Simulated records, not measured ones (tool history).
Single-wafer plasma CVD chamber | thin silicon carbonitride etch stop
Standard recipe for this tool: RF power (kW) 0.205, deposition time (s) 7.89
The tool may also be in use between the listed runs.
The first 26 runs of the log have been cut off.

run	hour	RF power (kW)	deposition time (s)	read-back reference wafer on the same gauge, thickness_nm	mean film thickness on the monitor wafer (angstrom)
27	354.4	0.235	7.89	4.030	48.16
28	361.9	0.220	6.47	4.031	38.42
29	378.9	0.195	8.81	4.031	49.65
30	401.5	0.205	7.89	4.030	45.28
31	407.6	0.245	7.89	4.031	49.01
32	414.6	0.225	8.44	4.030	50.49
33	424.7	0.240	8.55	4.031	52.53
34	436.3	0.170	8.69	4.028	45.98
35	442.3	0.220	7.23	4.031	42.83

Forecast each of these 5 alternatives for the next run:
A	442.7	0.205	7.89	?	?
B	442.7	0.220	7.33	?	?
C	442.7	0.175	8.85	?	?
D	442.7	0.220	7.89	?	?
E	442.7	0.225	7.28	?	?

run	read-back reference wafer on the same gauge, thickness_nm	mean film thickness on the monitor wafer (angstrom)
A	4.030	45.48
B	4.030	43.51
C	4.030	47.60
D	4.030	46.84
E	4.030	43.61
The same runs, with their run-to-run variation unchanged, on a tool lacking any hidden condition would have given:
run	mean film thickness on the monitor wafer (angstrom)
A	45.71
B	43.73
C	47.84
D	47.07
E	43.84
